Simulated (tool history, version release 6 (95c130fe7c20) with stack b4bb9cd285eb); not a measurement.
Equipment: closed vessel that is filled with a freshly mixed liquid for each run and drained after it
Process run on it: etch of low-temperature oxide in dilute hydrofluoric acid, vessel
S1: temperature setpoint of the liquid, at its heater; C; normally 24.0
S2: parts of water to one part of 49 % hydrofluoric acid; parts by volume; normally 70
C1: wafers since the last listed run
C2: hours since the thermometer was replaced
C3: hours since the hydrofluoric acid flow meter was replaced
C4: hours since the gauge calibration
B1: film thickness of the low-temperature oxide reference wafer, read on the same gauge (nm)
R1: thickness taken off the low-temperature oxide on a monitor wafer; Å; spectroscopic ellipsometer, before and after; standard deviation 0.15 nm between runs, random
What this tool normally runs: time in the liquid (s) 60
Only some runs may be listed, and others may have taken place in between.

Run 1, hour 0.0: usual settings; C1 0; C2 1886.8; C3 1381.8; C4 244.1; B1 139.99. Result: R1 266.6 Å.
Run 2, hour 61.1: usual settings but S2 60 parts by volume; C1 6517; C2 1947.9; C3 1442.9; C4 305.2; B1 140.00. Result: R1 312.1 Å.
Run 3, hour 191.5: usual settings but time in the liquid (s) 40; C1 13910; C2 2078.3; C3 1573.3; C4 435.6; B1 140.02. Result: R1 180.0 Å.
Run 4, hour 246.9: usual settings but time in the liquid (s) 40; C1 5909; C2 2133.7; C3 1628.7; C4 491.0; B1 140.02. Result: R1 178.3 Å.
Run 5, hour 284.7: usual settings; C1 4032; C2 2171.5; C3 1666.5; C4 528.8; B1 139.98. Result: R1 267.6 Å.
Run 6, hour 320.8: usual settings; C1 3850; C2 2207.6; C3 1702.6; C4 564.9; B1 140.00. Result: R1 266.7 Å.
Run 7, hour 387.6: usual settings but time in the liquid (s) 75; C1 7125; C2 2274.4; C3 1769.4; C4 631.7; B1 140.01. Result: R1 337.9 Å.
At hour 402.5: thermometer replaced.
Run 8, hour 442.8: usual settings but time in the liquid (s) 75; C1 5781; C2 40.3; C3 1824.6; C4 686.9; B1 140.00. Result: R1 335.9 Å.
At hour 447.3: hydrofluoric acid flow meter replaced.
Run 9, hour 485.7: usual settings but S1 28.0 C, S2 105 parts by volume, time in the liquid (s) 95; C1 4469; C2 83.2; C3 38.4; C4 729.8; B1 139.99. Result: R1 314.0 Å.
Run 10, hour 535.7: usual settings but S1 20.5 C, S2 40 parts by volume, time in the liquid (s) 70; C1 5333; C2 133.2; C3 88.4; C4 779.8; B1 140.00. Result: R1 492.3 Å.
Run 11, hour 579.0: usual settings but S1 27.5 C, S2 85 parts by volume; C1 4618; C2 176.5; C3 131.7; C4 823.1; B1 139.99. Result: R1 245.0 Å.
Run 12, hour 630.6: usual settings but S2 90 parts by volume, time in the liquid (s) 85; C1 5504; C2 228.1; C3 183.3; C4 874.7; B1 140.01. Result: R1 288.7 Å.
Run 13, hour 697.8: usual settings; C1 7168; C2 295.3; C3 250.5; C4 941.9; B1 140.01. Result: R1 269.9 Å.
Run 14, hour 731.2: usual settings but time in the liquid (s) 75; C1 3562; C2 328.7; C3 283.9; C4 975.3; B1 139.99. Result: R1 334.5 Å.
Run 15, hour 796.4: usual settings but S2 90 parts by volume, time in the liquid (s) 40; C1 6955; C2 393.9; C3 349.1; C4 1040.5; B1 139.99. Result: R1 135.3 Å.
At hour 798.6: gauge calibrated.
Run 16, hour 976.3: usual settings but time in the liquid (s) 75; C1 19190; C2 573.8; C3 529.0; C4 177.7; B1 140.01. Result: R1 334.7 Å.
Run 17, hour 1016.5: usual settings but S1 21.5 C, time in the liquid (s) 70; C1 4288; C2 614.0; C3 569.2; C4 217.9; B1 140.00. Result: R1 282.6 Å.

Consider 4 possible next runs. They are alternatives, not a sequence: every one starts from the tool as it was left by run 17. What does each give?
Run A, hour 1017.2: usual settings; C1 74; C2 614.7; C3 569.9; C4 218.6; B1 ?. Result: R1 ?.
Run B, hour 1017.2: usual settings but S2 85 parts by volume, time in the liquid (s) 50; C1 74; C2 614.7; C3 569.9; C4 218.6; B1 ?. Result: R1 ?.
Run C, hour 1017.2: usual settings but S2 80 parts by volume; C1 74; C2 614.7; C3 569.9; C4 218.6; B1 ?. Result: R1 ?.
Run D, hour 1017.2: usual settings but S1 28.0 C, time in the liquid (s) 30; C1 74; C2 614.7; C3 569.9; C4 218.6; B1 ?. Result: R1 ?.

run      B1     R1
  A  139.99  269.7
  B  139.99  181.6
  C  139.99  233.0
  D  139.99  158.2
Without the tool's unlogged condition, the same runs would have read:
run     R1
  A  269.7
  B  181.6
  C  233.0
  D  158.2
